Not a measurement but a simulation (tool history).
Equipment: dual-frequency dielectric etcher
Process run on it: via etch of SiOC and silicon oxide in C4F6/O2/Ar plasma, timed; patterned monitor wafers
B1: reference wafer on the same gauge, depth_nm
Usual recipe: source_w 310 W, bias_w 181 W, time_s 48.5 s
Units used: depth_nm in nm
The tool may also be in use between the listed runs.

{"run": 1, "hour": 0.0, "source_w": 310, "bias_w": 181, "time_s": 48.5, "B1": 48, "depth_nm": 48.08}
{"run": 2, "hour": 32.8, "source_w": 310, "bias_w": 181, "time_s": 48.5, "B1": 48, "depth_nm": 48.29}
{"run": 3, "hour": 47.5, "source_w": 310, "bias_w": 181, "time_s": 48.5, "B1": 48.02, "depth_nm": 48.27}
{"run": 4, "hour": 72.8, "source_w": 310, "bias_w": 181, "time_s": 48.5, "B1": 48, "depth_nm": 48.04}
{"run": 5, "hour": 100.3, "source_w": 310, "bias_w": 181, "time_s": 56.5, "B1": 48.04, "depth_nm": 56.28}
{"run": 6, "hour": 135.5, "source_w": 310, "bias_w": 181, "time_s": 56.5, "B1": 47.98, "depth_nm": 56.56}
{"run": 7, "hour": 148.3, "source_w": 310, "bias_w": 181, "time_s": 56.5, "B1": 48, "depth_nm": 56.62}
{"run": 8, "hour": 173.5, "source_w": 310, "bias_w": 181, "time_s": 48.5, "B1": 47.98, "depth_nm": 49.18}
{"run": 9, "hour": 187.8, "source_w": 310, "bias_w": 181, "time_s": 48.5, "B1": 48.08, "depth_nm": 48.99}
{"run": 10, "hour": 219.9, "source_w": 310, "bias_w": 181, "time_s": 48.5, "B1": 47.98, "depth_nm": 48.88}
{"run": 11, "hour": 250.6, "source_w": 310, "bias_w": 181, "time_s": 48.5, "B1": 47.99, "depth_nm": 48.75}
{"run": 12, "hour": 276.2, "source_w": 310, "bias_w": 161, "time_s": 48.5, "B1": 48.02, "depth_nm": 46.25}
{"hour": 300.0, "done": "source power generator calibrated"}
{"hour": 301.7, "done": "upper electrode replaced"}
{"run": 13, "hour": 302.2, "source_w": 310, "bias_w": 161, "time_s": 48.5, "B1": 48.01, "depth_nm": 46.41}
{"run": 14, "hour": 344.0, "source_w": 310, "bias_w": 146, "time_s": 55, "B1": 47.98, "depth_nm": 49.96}
{"hour": 383.3, "done": "wet clean of the chamber"}
{"run": 15, "hour": 383.8, "source_w": 310, "bias_w": 181, "time_s": 36, "B1": 48.06, "depth_nm": 34.95}
{"run": 16, "hour": 393.7, "source_w": 350, "bias_w": 166, "time_s": 53.5, "B1": 47.97, "depth_nm": 51.18}
{"hour": 394.7, "done": "gauge calibrated"}
{"run": 17, "hour": 407.5, "source_w": 310, "bias_w": 181, "time_s": 48.5, "B1": 47.94, "depth_nm": 47.38}
{"hour": 418.7, "done": "bias power generator calibrated"}
{"run": 18, "hour": 427.7, "source_w": 310, "bias_w": 181, "time_s": 53.5, "B1": 47.96, "depth_nm": 52.26}
{"run": 19, "hour": 440.5, "source_w": 270, "bias_w": 220, "time_s": 37.5, "B1": 47.98, "depth_nm": 38.64}
{"run": 20, "hour": 472.9, "source_w": 390, "bias_w": 141, "time_s": 48.5, "B1": 48.06, "depth_nm": 44.64}
{"run": 21, "hour": 501.3, "source_w": 350, "bias_w": 219, "time_s": 48.5, "B1": 47.98, "depth_nm": 54.5}
{"run": 22, "hour": 525.7, "source_w": 230, "bias_w": 181, "time_s": 44.5, "B1": 48.06, "depth_nm": 40.01}
{"run": 23, "hour": 561.5, "source_w": 280, "bias_w": 181, "time_s": 48.5, "B1": 48.04, "depth_nm": 46.18}
{"run": 24, "hour": 577.3, "source_w": 250, "bias_w": 224, "time_s": 42, "B1": 48.02, "depth_nm": 43.37}
{"run": 25, "hour": 599.8, "source_w": 310, "bias_w": 161, "time_s": 48.5, "B1": 47.98, "depth_nm": 45.02}
{"run": 26, "hour": 623.0, "source_w": 310, "bias_w": 181, "time_s": 48.5, "B1": 48.02, "depth_nm": 47.98}
{"run": 27, "hour": 637.2, "source_w": 310, "bias_w": 224, "time_s": 48.5, "B1": 48.01, "depth_nm": 53.43}
{"run": 28, "hour": 657.2, "source_w": 310, "bias_w": 181, "time_s": 60, "B1": 47.95, "depth_nm": 59.23}

Predict each of these 3 candidate next runs independently; none follows another, all start after run 28:
{"run": "A", "hour": 657.6, "source_w": 310, "bias_w": 181, "time_s": 42, "B1": "?", "depth_nm": "?"}
{"run": "B", "hour": 657.6, "source_w": 310, "bias_w": 138, "time_s": 59, "B1": "?", "depth_nm": "?"}
{"run": "C", "hour": 657.6, "source_w": 270, "bias_w": 169, "time_s": 41, "B1": "?", "depth_nm": "?"}

run=A B1=47.99 depth_nm=41.65
run=B B1=47.99 depth_nm=50.4
run=C B1=47.99 depth_nm=37.6
Take away the tool's hidden state, keep each run's random variation, and the runs would have read:
run=A depth_nm=40.83
run=B depth_nm=49.4
run=C depth_nm=36.85

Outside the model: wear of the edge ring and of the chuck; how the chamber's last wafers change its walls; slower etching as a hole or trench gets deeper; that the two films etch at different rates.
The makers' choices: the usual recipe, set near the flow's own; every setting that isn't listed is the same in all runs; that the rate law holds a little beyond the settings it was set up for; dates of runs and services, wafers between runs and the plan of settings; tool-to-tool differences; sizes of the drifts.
